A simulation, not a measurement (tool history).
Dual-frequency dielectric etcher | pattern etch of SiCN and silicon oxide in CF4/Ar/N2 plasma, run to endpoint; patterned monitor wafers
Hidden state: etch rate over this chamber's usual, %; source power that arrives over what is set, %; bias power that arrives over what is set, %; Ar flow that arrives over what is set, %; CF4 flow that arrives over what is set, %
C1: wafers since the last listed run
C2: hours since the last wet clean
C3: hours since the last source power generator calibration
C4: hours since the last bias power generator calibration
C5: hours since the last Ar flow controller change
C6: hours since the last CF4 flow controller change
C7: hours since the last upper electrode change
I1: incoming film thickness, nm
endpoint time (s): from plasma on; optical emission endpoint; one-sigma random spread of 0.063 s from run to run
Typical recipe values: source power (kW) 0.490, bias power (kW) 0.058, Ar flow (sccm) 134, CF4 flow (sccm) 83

{"run": 1, "hour": 0.0, "source power (kW)": 0.49, "bias power (kW)": 0.058, "Ar flow (sccm)": 134, "CF4 flow (sccm)": 78, "C1": 0, "C2": 325.7, "C3": 1928.8, "C4": 1352.4, "C5": 2788.8, "C6": 2144.7, "C7": 4054.0, "I1": 17.08, "endpoint time (s)": 20.9}
{"run": 2, "hour": 23.8, "source power (kW)": 0.49, "bias power (kW)": 0.058, "Ar flow (sccm)": 134, "CF4 flow (sccm)": 78, "C1": 239, "C2": 349.5, "C3": 1952.6, "C4": 1376.2, "C5": 2812.6, "C6": 2168.5, "C7": 4077.8, "I1": 17.04, "endpoint time (s)": 20.7}
{"run": 3, "hour": 58.4, "source power (kW)": 0.49, "bias power (kW)": 0.058, "Ar flow (sccm)": 134, "CF4 flow (sccm)": 78, "C1": 347, "C2": 384.1, "C3": 1987.2, "C4": 1410.8, "C5": 2847.2, "C6": 2203.1, "C7": 4112.4, "I1": 17.07, "endpoint time (s)": 20.9}
{"run": 4, "hour": 91.3, "source power (kW)": 0.49, "bias power (kW)": 0.058, "Ar flow (sccm)": 134, "CF4 flow (sccm)": 83, "C1": 330, "C2": 417.0, "C3": 2020.1, "C4": 1443.7, "C5": 2880.1, "C6": 2236.0, "C7": 4145.3, "I1": 17.06, "endpoint time (s)": 20.4}
{"run": 5, "hour": 106.6, "source power (kW)": 0.49, "bias power (kW)": 0.058, "Ar flow (sccm)": 134, "CF4 flow (sccm)": 83, "C1": 153, "C2": 432.3, "C3": 2035.4, "C4": 1459.0, "C5": 2895.4, "C6": 2251.3, "C7": 4160.6, "I1": 16.95, "endpoint time (s)": 20.4}
{"hour": 164.4, "done": "CF4 flow controller replaced"}
{"run": 6, "hour": 169.5, "source power (kW)": 0.49, "bias power (kW)": 0.058, "Ar flow (sccm)": 134, "CF4 flow (sccm)": 83, "C1": 571, "C2": 495.2, "C3": 2098.3, "C4": 1521.9, "C5": 2958.3, "C6": 5.1, "C7": 4223.5, "I1": 17.16, "endpoint time (s)": 20.6}
{"hour": 193.7, "done": "wet clean of the chamber"}
{"run": 7, "hour": 199.5, "source power (kW)": 0.49, "bias power (kW)": 0.058, "Ar flow (sccm)": 134, "CF4 flow (sccm)": 83, "C1": 60, "C2": 5.8, "C3": 2128.3, "C4": 1551.9, "C5": 2988.3, "C6": 35.1, "C7": 4253.5, "I1": 16.98, "endpoint time (s)": 20.9}
{"run": 8, "hour": 216.1, "source power (kW)": 0.49, "bias power (kW)": 0.058, "Ar flow (sccm)": 134, "CF4 flow (sccm)": 83, "C1": 166, "C2": 22.4, "C3": 2144.9, "C4": 1568.5, "C5": 3004.9, "C6": 51.7, "C7": 4270.1, "I1": 16.88, "endpoint time (s)": 20.8}
{"run": 9, "hour": 230.3, "source power (kW)": 0.49, "bias power (kW)": 0.058, "Ar flow (sccm)": 134, "CF4 flow (sccm)": 83, "C1": 142, "C2": 36.6, "C3": 2159.1, "C4": 1582.7, "C5": 3019.1, "C6": 65.9, "C7": 4284.3, "I1": 16.94, "endpoint time (s)": 20.9}
{"hour": 236.9, "done": "source power generator calibrated"}
{"hour": 238.1, "done": "Ar flow controller replaced"}
{"run": 10, "hour": 243.1, "source power (kW)": 0.49, "bias power (kW)": 0.058, "Ar flow (sccm)": 114, "CF4 flow (sccm)": 83, "C1": 76, "C2": 49.4, "C3": 6.2, "C4": 1595.5, "C5": 5.0, "C6": 78.7, "C7": 4297.1, "I1": 16.97, "endpoint time (s)": 20.4}
{"run": 11, "hour": 263.6, "source power (kW)": 0.49, "bias power (kW)": 0.058, "Ar flow (sccm)": 114, "CF4 flow (sccm)": 83, "C1": 205, "C2": 69.9, "C3": 26.7, "C4": 1616.0, "C5": 25.5, "C6": 99.2, "C7": 4317.6, "I1": 16.91, "endpoint time (s)": 20.4}
{"run": 12, "hour": 295.6, "source power (kW)": 0.56, "bias power (kW)": 0.064, "Ar flow (sccm)": 134, "CF4 flow (sccm)": 83, "C1": 321, "C2": 101.9, "C3": 58.7, "C4": 1648.0, "C5": 57.5, "C6": 131.2, "C7": 4349.6, "I1": 16.85, "endpoint time (s)": 18.5}
{"run": 13, "hour": 309.1, "source power (kW)": 0.57, "bias power (kW)": 0.067, "Ar flow (sccm)": 125, "CF4 flow (sccm)": 100, "C1": 135, "C2": 115.4, "C3": 72.2, "C4": 1661.5, "C5": 71.0, "C6": 144.7, "C7": 4363.1, "I1": 17.1, "endpoint time (s)": 17.7}
{"run": 14, "hour": 338.8, "source power (kW)": 0.39, "bias power (kW)": 0.062, "Ar flow (sccm)": 112, "CF4 flow (sccm)": 76, "C1": 298, "C2": 145.1, "C3": 101.9, "C4": 1691.2, "C5": 100.7, "C6": 174.4, "C7": 4392.8, "I1": 17.08, "endpoint time (s)": 22.9}
{"hour": 365.7, "done": "upper electrode replaced"}
{"hour": 374.4, "done": "bias power generator calibrated"}
{"run": 15, "hour": 374.9, "source power (kW)": 0.49, "bias power (kW)": 0.058, "Ar flow (sccm)": 114, "CF4 flow (sccm)": 83, "C1": 81, "C2": 181.2, "C3": 138.0, "C4": 0.5, "C5": 136.8, "C6": 210.5, "C7": 9.2, "I1": 17.07, "endpoint time (s)": 20.4}
{"run": 16, "hour": 385.0, "source power (kW)": 0.49, "bias power (kW)": 0.058, "Ar flow (sccm)": 134, "CF4 flow (sccm)": 83, "C1": 101, "C2": 191.3, "C3": 148.1, "C4": 10.6, "C5": 146.9, "C6": 220.6, "C7": 19.3, "I1": 17.18, "endpoint time (s)": 21.0}
{"run": 17, "hour": 413.8, "source power (kW)": 0.49, "bias power (kW)": 0.058, "Ar flow (sccm)": 134, "CF4 flow (sccm)": 83, "C1": 289, "C2": 220.1, "C3": 176.9, "C4": 39.4, "C5": 175.7, "C6": 249.4, "C7": 48.1, "I1": 17.03, "endpoint time (s)": 20.7}
{"run": 18, "hour": 442.0, "source power (kW)": 0.55, "bias power (kW)": 0.052, "Ar flow (sccm)": 134, "CF4 flow (sccm)": 83, "C1": 283, "C2": 248.3, "C3": 205.1, "C4": 67.6, "C5": 203.9, "C6": 277.6, "C7": 76.3, "I1": 16.92, "endpoint time (s)": 19.8}
{"run": 19, "hour": 476.7, "source power (kW)": 0.39, "bias power (kW)": 0.058, "Ar flow (sccm)": 158, "CF4 flow (sccm)": 83, "C1": 348, "C2": 283.0, "C3": 239.8, "C4": 102.3, "C5": 238.6, "C6": 312.3, "C7": 111.0, "I1": 17.17, "endpoint time (s)": 24.5}
{"run": 20, "hour": 500.9, "source power (kW)": 0.58, "bias power (kW)": 0.052, "Ar flow (sccm)": 119, "CF4 flow (sccm)": 83, "C1": 243, "C2": 307.2, "C3": 264.0, "C4": 126.5, "C5": 262.8, "C6": 336.5, "C7": 135.2, "I1": 16.96, "endpoint time (s)": 18.8}
{"run": 21, "hour": 518.8, "source power (kW)": 0.49, "bias power (kW)": 0.067, "Ar flow (sccm)": 134, "CF4 flow (sccm)": 83, "C1": 179, "C2": 325.1, "C3": 281.9, "C4": 144.4, "C5": 280.7, "C6": 354.4, "C7": 153.1, "I1": 17.0, "endpoint time (s)": 19.7}
{"run": 22, "hour": 544.4, "source power (kW)": 0.49, "bias power (kW)": 0.058, "Ar flow (sccm)": 134, "CF4 flow (sccm)": 83, "C1": 257, "C2": 350.7, "C3": 307.5, "C4": 170.0, "C5": 306.3, "C6": 380.0, "C7": 178.7, "I1": 16.97, "endpoint time (s)": 20.5}

How would selected steps in endpoint time (s) from run to run divide? Give the signed amount a tool lacking its hidden state would still show from settings, what came in and random variation, and the signed amount left for the hidden state, including any gauge scatter that is not in both of the compared results.
Run 3 -> 4: CF4 flow (sccm) 78 -> 83. endpoint time (s) -0.5: hidden state -0.1, all else -0.4.
Run 6 -> 7: wet clean of the chamber. endpoint time (s) +0.3: hidden state +0.5, all else -0.2.
Run 13 -> 14: source power (kW) 0.570 -> 0.390, bias power (kW) 0.067 -> 0.062, Ar flow (sccm) 125 -> 112, CF4 flow (sccm) 100 -> 76. endpoint time (s) +5.2: hidden state -0.1, all else +5.3.
Run 19 -> 20: source power (kW) 0.390 -> 0.580, bias power (kW) 0.058 -> 0.052, Ar flow (sccm) 158 -> 119. endpoint time (s) -5.7: hidden state +0.1, all else -5.8.
